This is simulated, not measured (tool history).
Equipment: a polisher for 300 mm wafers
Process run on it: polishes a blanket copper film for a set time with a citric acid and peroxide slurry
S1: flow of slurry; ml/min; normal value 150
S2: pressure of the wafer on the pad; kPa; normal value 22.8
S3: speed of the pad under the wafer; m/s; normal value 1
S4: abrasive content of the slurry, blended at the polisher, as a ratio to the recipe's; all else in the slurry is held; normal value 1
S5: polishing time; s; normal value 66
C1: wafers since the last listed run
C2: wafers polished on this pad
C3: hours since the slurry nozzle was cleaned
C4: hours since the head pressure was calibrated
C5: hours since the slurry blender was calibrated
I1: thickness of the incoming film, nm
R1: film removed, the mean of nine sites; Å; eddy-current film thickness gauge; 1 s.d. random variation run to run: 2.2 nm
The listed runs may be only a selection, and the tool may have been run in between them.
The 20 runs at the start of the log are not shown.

run    hour   S1    S2    S3   S4  S5   C1    C2     C3     C4     C5     I1    R1
 21  1853.6  150  22.8     1    1  66  352  1722  183.9  401.7  562.7  718.1  1903
       1859  -- slurry blender recalibrated
 22  1896.6  130  22.8   0.7  0.9  66  209  1932  226.9  444.7   37.6  728.1  1294
 23  1958.6  150  26.2     1    1  66  317  2250  288.9  506.7   99.6  711.1  2132
 24  2021.9  175  22.8     1    1  66  323  2573  352.2    570  162.9  719.2  1920
     2072.1  -- worn pad replaced by a new one
 25  2207.9  175  22.8  1.22    1  72  931   694  538.2    756  348.9  724.5  2583
 26  2281.3  150  22.8     1    1  66  375  1070  611.6  829.4  422.3  720.1  1889
     2340.7  -- slurry blender recalibrated
 27    2363  150  22.8   1.1    1  66  407  1478  693.3  911.1   22.3  726.1  2080
 28  2431.6  125  22.8   1.2    1  66  351  1829  761.9  979.7   90.9  733.5  2241

Run 29 has not been measured yet. What should we expect?
       2444  -- slurry nozzle cleaned
 29  2495.3  150  24.8  1.34   1  66  320  2150  51.3  1043.4  154.6  707.9   ?

Run 29 yielded R1 2742 Å.
Were there no unlogged condition in the tool, this run, its random variation unchanged, would have produced R1 2742 Å.
